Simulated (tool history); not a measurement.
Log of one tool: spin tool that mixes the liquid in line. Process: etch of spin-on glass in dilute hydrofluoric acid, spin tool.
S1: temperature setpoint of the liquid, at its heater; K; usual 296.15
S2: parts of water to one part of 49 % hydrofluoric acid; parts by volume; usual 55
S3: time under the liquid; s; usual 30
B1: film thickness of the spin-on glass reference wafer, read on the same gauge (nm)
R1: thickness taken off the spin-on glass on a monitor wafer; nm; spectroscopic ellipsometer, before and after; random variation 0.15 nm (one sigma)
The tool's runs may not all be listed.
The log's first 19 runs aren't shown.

run 20 hour=482.5 | S1=291.65 S2=55 S3=20 | B1=70.01 | R1=10.34
run 21 hour=503.1 | S1=298.15 S2=35 S3=20 | B1=70 | R1=21.65
run 22 hour=515.1 | S1=296.15 S2=55 S3=30 | B1=70 | R1=18.46
run 23 hour=546.8 | S1=298.15 S2=65 S3=20 | B1=70 | R1=11.28
run 24 hour=561.7 | S1=296.15 S2=55 S3=30 | B1=69.99 | R1=18.74
-- hour=575.9 thermometer replaced
run 25 hour=576.4 | S1=296.15 S2=75 S3=45 | B1=69.99 | R1=22.23
run 26 hour=602.7 | S1=296.15 S2=55 S3=30 | B1=69.99 | R1=20.52
run 27 hour=628.3 | S1=296.15 S2=30 S3=15 | B1=69.99 | R1=19.85
run 28 hour=652.4 | S1=292.65 S2=70 S3=20 | B1=70 | R1=9.17
run 29 hour=673.8 | S1=296.15 S2=55 S3=30 | B1=70.02 | R1=20.99
run 30 hour=697.6 | S1=296.15 S2=55 S3=30 | B1=69.99 | R1=20.61
run 31 hour=726.2 | S1=298.15 S2=25 S3=30 | B1=70 | R1=51.44
run 32 hour=759.6 | S1=296.15 S2=55 S3=30 | B1=69.99 | R1=20.55
run 33 hour=790 | S1=297.65 S2=30 S3=40 | B1=70 | R1=55.98
run 34 hour=805.4 | S1=292.65 S2=45 S3=45 | B1=69.98 | R1=32.7

Forecast each of these 4 alternatives for the next run:
run A hour=805.8 | S1=296.15 S2=55 S3=30 | B1=? | R1=?
run B hour=805.8 | S1=298.65 S2=75 S3=50 | B1=? | R1=?
run C hour=805.8 | S1=296.15 S2=65 S3=30 | B1=? | R1=?
run D hour=805.8 | S1=298.15 S2=55 S3=20 | B1=? | R1=?

run=A B1=70 R1=20.44
run=B B1=70 R1=26.95
run=C B1=70 R1=17.08
run=D B1=70 R1=14.79
Without the tool's hidden state the same runs would have given:
run=A R1=20.85
run=B R1=27.48
run=C R1=17.42
run=D R1=15.09
